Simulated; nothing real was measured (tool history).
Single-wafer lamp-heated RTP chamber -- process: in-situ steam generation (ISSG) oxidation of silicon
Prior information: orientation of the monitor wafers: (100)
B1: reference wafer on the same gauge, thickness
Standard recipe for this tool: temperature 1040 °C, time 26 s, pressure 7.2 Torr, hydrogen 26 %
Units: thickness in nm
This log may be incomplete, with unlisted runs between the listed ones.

Run 1, hour 0.0: usual settings; B1 7.693. Result: thickness 8.093 nm.
Run 2, hour 52.5: usual settings; B1 7.709. Result: thickness 8.101 nm.
At hour 61.9: pyrometer window cleaned and pyrometer calibrated.
Run 3, hour 146.3: usual settings but time 23 s; B1 7.711. Result: thickness 7.451 nm.
At hour 179.6: gauge calibrated.
Run 4, hour 244.3: usual settings but time 23 s; B1 7.701. Result: thickness 7.442 nm.
Run 5, hour 280.3: usual settings but time 23 s; B1 7.705. Result: thickness 7.403 nm.
Run 6, hour 360.1: usual settings but temperature 1050 °C, hydrogen 31 %; B1 7.707. Result: thickness 8.873 nm.
Run 7, hour 466.8: usual settings but temperature 1035 °C, pressure 6.9 Torr, hydrogen 18 %; B1 7.694. Result: thickness 7.124 nm.
Run 8, hour 542.2: usual settings but temperature 1056 °C, time 32 s, pressure 6.9 Torr, hydrogen 31 %; B1 7.698. Result: thickness 10.264 nm.
Run 9, hour 625.3: usual settings but temperature 1026 °C; B1 7.706. Result: thickness 7.408 nm.
Run 10, hour 689.9: usual settings but hydrogen 32 %; B1 7.696. Result: thickness 8.557 nm.
Run 11, hour 742.8: usual settings; B1 7.700. Result: thickness 8.076 nm.
Run 12, hour 797.1: usual settings but time 23 s; B1 7.692. Result: thickness 7.569 nm.
At hour 836.0: pyrometer window cleaned and pyrometer calibrated.
Run 13, hour 845.7: usual settings but temperature 1056 °C, pressure 6.9 Torr, hydrogen 30 %; B1 7.701. Result: thickness 9.034 nm.
At hour 853.9: hydrogen flow controller replaced.
Run 14, hour 913.8: usual settings but temperature 1048 °C, pressure 8.4 Torr; B1 7.690. Result: thickness 8.272 nm.
Run 15, hour 1002.2: usual settings but pressure 6.9 Torr, hydrogen 31 %; B1 7.711. Result: thickness 8.337 nm.
Run 16, hour 1043.9: usual settings; B1 7.688. Result: thickness 7.959 nm.
Run 17, hour 1109.9: usual settings but temperature 1029 °C, time 17 s, hydrogen 17 %; B1 7.698. Result: thickness 5.474 nm.
Run 18, hour 1153.9: usual settings but temperature 1025 °C, pressure 6.9 Torr, hydrogen 16 %; B1 7.712. Result: thickness 6.577 nm.
Run 19, hour 1221.8: usual settings; B1 7.706. Result: thickness 8.012 nm.
Run 20, hour 1313.1: usual settings; B1 7.703. Result: thickness 7.953 nm.
At hour 1331.0: pressure gauge zeroed.
Run 21, hour 1425.0: usual settings but hydrogen 20 %; B1 7.701. Result: thickness 7.472 nm.
Run 22, hour 1516.9: usual settings; B1 7.709. Result: thickness 8.043 nm.
At hour 1570.0: pyrometer window cleaned and pyrometer calibrated.
Run 23, hour 1624.5: usual settings; B1 7.700. Result: thickness 7.959 nm.
Run 24, hour 1688.9: usual settings but temperature 1046 °C, pressure 6.9 Torr; B1 7.697. Result: thickness 8.239 nm.
Run 25, hour 1788.0: usual settings but temperature 1052 °C, time 30 s; B1 7.713. Result: thickness 9.201 nm.
Run 26, hour 1882.4: usual settings but temperature 1025 °C, time 17 s, hydrogen 32 %; B1 7.707. Result: thickness 6.331 nm.
Run 27, hour 1958.0: usual settings; B1 7.701. Result: thickness 8.006 nm.
Run 28, hour 2032.7: usual settings but temperature 1046 °C, pressure 6.9 Torr; B1 7.697. Result: thickness 8.280 nm.
Run 29, hour 2085.5: usual settings; B1 7.713. Result: thickness 7.964 nm.
Run 30, hour 2171.2: usual settings but temperature 1045 °C, time 36 s, hydrogen 21 %; B1 7.712. Result: thickness 9.394 nm.
Run 31, hour 2257.0: usual settings but temperature 1056 °C; B1 7.697. Result: thickness 8.830 nm.

Measured result minus the same run's result without the hidden state. Both carry the same run-to-run variation, though not necessarily the same gauge scatter:
Hidden conditions of the tool in this case: true wafer temperature minus pyrometer reading, K; true pressure minus gauge reading, Torr; deviation of the hydrogen flow from its setpoint, %; gauge reads high (%).
run  thickness
  1     +0.180
  2     +0.192
  3     +0.029
  4     +0.050
  5     +0.058
  6     +0.096
  7     +0.094
  8     +0.179
  9     +0.126
 10     +0.173
 11     +0.175
 12     +0.172
 13     +0.006
 14     +0.022
 15     +0.044
 16     +0.052
 17     +0.040
 18     +0.059
 19     +0.095
 20     +0.116
 21     +0.133
 22     +0.165
 23     +0.019
 24     +0.036
 25     +0.072
 26     +0.053
 27     +0.098
 28     +0.123
 29     +0.128
 30     +0.188
 31     +0.201
